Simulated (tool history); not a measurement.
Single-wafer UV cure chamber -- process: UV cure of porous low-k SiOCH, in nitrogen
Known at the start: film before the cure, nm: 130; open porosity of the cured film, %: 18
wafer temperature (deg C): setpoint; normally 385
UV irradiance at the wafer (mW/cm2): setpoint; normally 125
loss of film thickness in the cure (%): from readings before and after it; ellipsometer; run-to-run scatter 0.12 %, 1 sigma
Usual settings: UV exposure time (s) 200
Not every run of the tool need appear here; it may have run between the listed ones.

run    hour  wafer temperature (deg C)  UV exposure time (s)  UV irradiance at the wafer (mW/cm2)  wafers since the last listed run  hours since the UV bulbs were replaced  wafers since the quartz window was cleaned  loss of film thickness in the cure (%)
  1       0                        390                   200                                  125                                 0                                  1707.9                                        4674                                  10.616
  2    26.6                        385                   105                                  100                               150                                  1734.5                                        4825                                   6.836
         53  -- quartz window cleaned
  3    61.1                        385                   105                                  100                               150                                    1769                                          45                                   7.811
  4    87.1                        385                   105                                  100                               147                                    1795                                         193                                   7.851
  5   101.7                        385                   200                                  125                                82                                  1809.6                                         276                                  11.599
  6     135                        385                   200                                  125                               188                                  1842.9                                         464                                  11.414
  7   156.6                        398                   200                                  146                               122                                  1864.5                                         587                                  12.351
  8   188.8                        398                   200                                  146                               182                                  1896.7                                         770                                  12.312
  9   223.3                        398                   200                                  146                               195                                  1931.2                                         965                                   12.14
 10   253.7                        385                   200                                  125                               172                                  1961.6                                        1138                                  11.023
 11   269.6                        385                   200                                  125                                90                                  1977.5                                        1228                                  11.018
 12   304.2                        385                   200                                  125                               196                                  2012.1                                        1425                                  11.016
 13   339.8                        385                   200                                  125                               201                                  2047.7                                        1627                                  10.928
 14   375.4                        385                   200                                  125                               201                                  2083.3                                        1828                                  10.929
 15   410.1                        385                   200                                  125                               196                                    2118                                        2025                                  10.999
 16   442.6                        376                   200                                  155                               184                                  2150.5                                        2210                                  11.296
 17   463.7                        376                   200                                  155                               119                                  2171.6                                        2329                                  11.468
 18   487.3                        385                   200                                  125                               133                                  2195.2                                        2463                                  10.548
 19   578.9                        385                   200                                  125                               519                                  2286.8                                        2983                                  10.375
 20   598.8                        385                   200                                  143                               112                                  2306.7                                        3096                                    10.7
 21   630.5                        385                   250                                  125                               179                                  2338.4                                        3276                                  11.141
      642.9  -- UV bulbs replaced
 22   678.7                        385                   200                                  125                               228                                    35.8                                        3504                                  11.922
      734.3  -- quartz window cleaned
 23   768.4                        385                   200                                  125                               463                                   125.5                                         193                                  12.532
 24     782                        379                   265                                  125                                77                                   139.1                                         270                                  13.877
 25   815.1                        385                   200                                  153                               187                                   172.2                                         458                                  13.601
 26   832.5                        385                   200                                  125                                98                                   189.6                                         557                                   12.63
 27   865.7                        385                   125                                  125                               188                                   222.8                                         745                                  10.439
 28   886.3                        385                   255                                  144                               116                                   243.4                                         862                                  14.494
 29   921.7                        385                   135                                  160                               200                                   278.8                                        1063                                  11.748
 30   940.4                        376                   200                                  155                               106                                   297.5                                        1169                                   13.62
 31   959.1                        375                    85                                  161                               106                                   316.2                                        1275                                     9.7
 32   992.5                        385                   200                                  125                               189                                   349.6                                        1464                                   12.51
 33  1011.8                        380                   115                                  125                               109                                   368.9                                        1574                                    9.75
 34  1045.5                        380                   200                                  125                               191                                   402.6                                        1765                                  12.242
 35  1074.2                        385                   200                                  125                               162                                   431.3                                        1928                                  12.201
 36  1095.9                        385                   120                                  156                               123                                     453                                        2051                                  10.879
 37  1126.3                        378                   170                                  102                               172                                   483.4                                        2223                                  10.329
 38  1150.6                        396                   200                                   90                               137                                   507.7                                        2361                                  10.917
 39  1182.5                        385                   200                                  101                               180                                   539.6                                        2542                                  11.264
 40  1214.7                        385                   200                                  125                               182                                   571.8                                        2725                                  12.061
 41  1284.7                        404                   145                                  125                               397                                   641.8                                        3122                                  10.948
 42  1315.4                        385                   200                                  125                               174                                   672.5                                        3296                                  11.837
 43    1338                        394                   200                                  108                               128                                   695.1                                        3425                                  11.344
 44  1367.5                        385                   200                                  125                               167                                   724.6                                        3592                                  11.856
 45  1387.5                        391                   160                                  125                               113                                   744.6                                        3706                                  11.064
     1400.6  -- quartz window cleaned
 46  1403.6                        385                   200                                  125                                45                                   760.7                                          17                                  12.442
 47  1428.4                        399                   160                                  125                               140                                   785.5                                         157                                  11.419
 48  1462.7                        385                   200                                  125                               194                                   819.8                                         352                                  12.433

Had the tool no unlogged condition, and each run kept its random variation, what would the results have been?
Hidden conditions of the tool in this case: lamp output below its setpoint, %; transmission lost against a clean window, %.
run  loss of film thickness in the cure (%)
  1                                  12.806
  2                                   8.864
  3                                   8.834
  4                                   8.941
  5                                  12.844
  6                                  12.726
  7                                  13.748
  8                                  13.795
  9                                    13.7
 10                                  12.612
 11                                  12.653
 12                                  12.753
 13                                   12.76
 14                                  12.872
 15                                  13.068
 16                                  13.417
 17                                  13.693
 18                                  12.787
 19                                  12.904
 20                                  13.276
 21                                  13.873
 22                                  12.854
 23                                  12.607
 24                                  13.973
 25                                   13.74
 26                                  12.789
 27                                  10.632
 28                                  14.734
 29                                  12.022
 30                                  13.937
 31                                  10.012
 32                                  12.893
 33                                  10.129
 34                                  12.699
 35                                  12.698
 36                                  11.393
 37                                  10.879
 38                                  11.519
 39                                  11.925
 40                                  12.783
 41                                  11.772
 42                                  12.723
 43                                  12.262
 44                                  12.842
 45                                  12.076
 46                                   12.73
 47                                  11.735
 48                                  12.821
